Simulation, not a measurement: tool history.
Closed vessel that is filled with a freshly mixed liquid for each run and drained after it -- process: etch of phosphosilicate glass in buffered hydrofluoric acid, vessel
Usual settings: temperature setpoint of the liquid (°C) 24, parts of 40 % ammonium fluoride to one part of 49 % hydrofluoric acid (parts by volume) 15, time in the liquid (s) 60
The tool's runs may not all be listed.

run	hour	temperature setpoint of the liquid (°C)	parts of 40 % ammonium fluoride to one part of 49 % hydrofluoric acid (parts by volume)	time in the liquid (s)	wafers since the last listed run	hours since the thermometer was replaced	hours since the hydrofluoric acid flow meter was replaced	hours since the gauge calibration	read-back film thickness of the phosphosilicate glass reference wafer, read on the same gauge (nm)	thickness taken off the phosphosilicate glass on a monitor wafer (nm)
1	0	20	15	60	0	1920.9	2419.1	191.8	129.98	124.33
2	8	20	15	60	906	1928.9	2427.1	199.8	130	124.92
3	22.2	20	15	60	1608	1943.1	2441.3	214	130	124.84
4	35.5	24	15	60	1506	1956.4	2454.6	227.3	130.02	155.3
5	42.9	24	15	60	838	1963.8	2462	234.7	129.97	154.49
6	71.7	24	15	60	3262	1992.6	2490.8	263.5	129.96	154.29
7	89.2	24	15	60	1982	2010.1	2508.3	281	130.04	154.93
8	104.9	24	15	60	1778	2025.8	2524	296.7	129.97	154.21
9	122.8	24	15	60	2027	2043.7	2541.9	314.6	130.01	155.44
10	137.8	22.5	15	60	1699	2058.7	2556.9	329.6	130	143.11
11	143.8	24	13	70	679	2064.7	2562.9	335.6	129.99	208.42
# hour 153.7: gauge calibrated
12	156.8	24	9.5	35	1472	2077.7	2575.9	3.1	129.98	141.66
# hour 158.3: thermometer replaced
13	167.8	22	15	60	1132	9.5	2586.9	14.1	130	119.87
14	177.2	24	15	30	1064	18.9	2596.3	23.5	130.03	66.7
15	186.4	20	15	30	1042	28.1	2605.5	32.7	130.02	53.53
# hour 198.8: hydrofluoric acid flow meter replaced
16	200.8	20	15	60	1518	42.5	2	47.1	130	119.91
17	218.6	19.5	18	60	2016	60.3	19.8	64.9	130.01	97.57
18	234.9	20	9.5	45	1846	76.6	36.1	81.2	130.01	139.76
19	241.3	21	15	60	725	83	42.5	87.6	130	126.46
20	253.7	24	15	60	1404	95.4	54.9	100	130	150.04
21	295.2	28	15	60	4701	136.9	96.4	141.5	129.96	186.46

Some steps in thickness taken off the phosphosilicate glass on a monitor wafer (nm) between neighbouring runs. How much of each would the tool show without its hidden state too (settings, what came in, random variation), and how much is left for the hidden state, with any gauge scatter that isn't in both results?
Unlogged tool condition in this case: liquid hotter than its thermometer reads (K); hydrofluoric acid flow below the setpoint (%); gauge reads high (%).
Run 11 -> 12: parts of 40 % ammonium fluoride to one part of 49 % hydrofluoric acid (parts by volume) 13 -> 9.5, time in the liquid (s) 70 -> 35, gauge calibrated. thickness taken off the phosphosilicate glass on a monitor wafer (nm) -66.76: hidden state +0.73, all else -67.49.
Run 12 -> 13: temperature setpoint of the liquid (°C) 24 -> 22, parts of 40 % ammonium fluoride to one part of 49 % hydrofluoric acid (parts by volume) 9.5 -> 15, time in the liquid (s) 35 -> 60, thermometer replaced. thickness taken off the phosphosilicate glass on a monitor wafer (nm) -21.79: hidden state -21.53, all else -0.26.
Run 13 -> 14: temperature setpoint of the liquid (°C) 22 -> 24, time in the liquid (s) 60 -> 30. thickness taken off the phosphosilicate glass on a monitor wafer (nm) -53.17: hidden state +6.69, all else -59.86.
Run 15 -> 16: time in the liquid (s) 30 -> 60, hydrofluoric acid flow meter replaced. thickness taken off the phosphosilicate glass on a monitor wafer (nm) +66.38: hidden state +5.88, all else +60.5.
